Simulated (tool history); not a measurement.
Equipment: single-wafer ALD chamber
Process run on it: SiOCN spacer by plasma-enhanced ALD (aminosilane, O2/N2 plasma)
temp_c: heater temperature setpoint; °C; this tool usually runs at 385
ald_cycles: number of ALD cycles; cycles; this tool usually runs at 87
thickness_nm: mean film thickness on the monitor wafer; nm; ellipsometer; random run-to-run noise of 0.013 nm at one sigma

| run | hour | temp_c | ald_cycles | read-back reference wafer on the same gauge, thickness_nm | thickness_nm |
|---|---|---|---|---|---|
| 1 | 0 | 385 | 87 | 5.93 | 5.227 |
| 2 | 103.9 | 385 | 87 | 5.929 | 5.225 |
| 3 | 190.2 | 385 | 87 | 5.925 | 5.22 |
| 4 | 277.7 | 385 | 87 | 5.916 | 5.235 |
| 5 | 382.9 | 376 | 79 | 5.903 | 4.739 |
| 6 | 450 | 376 | 79 | 5.9 | 4.744 |
| 7 | 515.3 | 376 | 79 | 5.894 | 4.749 |
| 8 | 594.7 | 378 | 75 | 5.879 | 4.469 |
| 9 | 652 | 385 | 87 | 5.872 | 5.183 |
| 10 | 755.5 | 400 | 75 | 5.918 | 4.478 |
| 11 | 839.8 | 385 | 75 | 5.914 | 4.504 |
| 12 | 922.7 | 385 | 87 | 5.913 | 5.206 |
| 13 | 962.9 | 385 | 76 | 5.909 | 4.573 |
| 14 | 1034.2 | 399 | 87 | 5.902 | 5.187 |

Taken out of this log: 2 entries between the listed runs. Where each belongs, and how the hidden state differs across it:
Runs 7 to 8: thermocouple changed; heater temperature recalibrated (hour 587)
  gauge reads high (%): -0.615 -> -0.776
  difference, measured minus the result without the unlogged condition, thickness_nm: -0.029 -> -0.035 nm
Runs 9 to 10: gauge calibrated (hour 662.5)
  gauge reads high (%): -0.904 -> -0.271
  difference, measured minus the result without the unlogged condition, thickness_nm: -0.047 -> -0.012 nm
